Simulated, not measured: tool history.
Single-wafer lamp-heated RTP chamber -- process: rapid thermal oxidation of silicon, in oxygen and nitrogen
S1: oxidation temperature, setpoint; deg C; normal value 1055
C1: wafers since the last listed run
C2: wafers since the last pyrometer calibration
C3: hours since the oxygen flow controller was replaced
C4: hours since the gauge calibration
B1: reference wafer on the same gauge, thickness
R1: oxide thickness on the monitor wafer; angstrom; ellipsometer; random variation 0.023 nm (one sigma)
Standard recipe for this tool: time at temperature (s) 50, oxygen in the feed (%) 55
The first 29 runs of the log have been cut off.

Run 30, hour 2393.2: usual settings but time at temperature (s) 66; C1 691; C2 3789; C3 285.1; C4 255.5; B1 7.957. Result: R1 79.59 angstrom.
Run 31, hour 2490.7: usual settings; C1 855; C2 4645; C3 382.6; C4 353.0; B1 7.975. Result: R1 69.95 angstrom.
Run 32, hour 2589.8: usual settings; C1 869; C2 5515; C3 481.7; C4 452.1; B1 7.984. Result: R1 70.05 angstrom.
Run 33, hour 2640.9: usual settings but time at temperature (s) 72; C1 448; C2 5964; C3 532.8; C4 503.2; B1 7.971. Result: R1 82.35 angstrom.
Run 34, hour 2747.1: usual settings; C1 932; C2 6896; C3 639.0; C4 609.4; B1 7.963. Result: R1 69.90 angstrom.
At hour 2758.7: pyrometer window cleaned and pyrometer calibrated.
Run 35, hour 2807.3: usual settings but S1 1047 deg C; C1 458; C2 426; C3 699.2; C4 669.6; B1 7.983. Result: R1 65.94 angstrom.
Run 36, hour 2899.9: usual settings; C1 812; C2 1239; C3 791.8; C4 762.2; B1 7.969. Result: R1 70.05 angstrom.
Run 37, hour 2997.3: usual settings but S1 1038 deg C, time at temperature (s) 40; C1 854; C2 2094; C3 889.2; C4 859.6; B1 7.960. Result: R1 56.69 angstrom.
Run 38, hour 3101.7: usual settings but oxygen in the feed (%) 69; C1 916; C2 3010; C3 993.6; C4 964.0; B1 7.972. Result: R1 75.69 angstrom.

4 ways to go on from here, each from the tool as it stands after run 38. What would each give?
Run A, hour 3102.2: usual settings; C1 4; C2 3015; C3 994.1; C4 964.5; B1 ?. Result: R1 ?.
Run B, hour 3102.2: usual settings but S1 1040 deg C, time at temperature (s) 69; C1 4; C2 3015; C3 994.1; C4 964.5; B1 ?. Result: R1 ?.
Run C, hour 3102.2: usual settings but oxygen in the feed (%) 64; C1 4; C2 3015; C3 994.1; C4 964.5; B1 ?. Result: R1 ?.
Run D, hour 3102.2: usual settings but S1 1073 deg C, time at temperature (s) 69, oxygen in the feed (%) 45; C1 4; C2 3015; C3 994.1; C4 964.5; B1 ?. Result: R1 ?.

run     B1     R1
  A  7.973  69.98
  B  7.973  72.79
  C  7.973  73.81
  D  7.973  84.69
With the hidden condition removed and each run's random variation left untouched, the same runs would have given:
run     R1
  A  69.98
  B  72.79
  C  73.81
  D  84.69
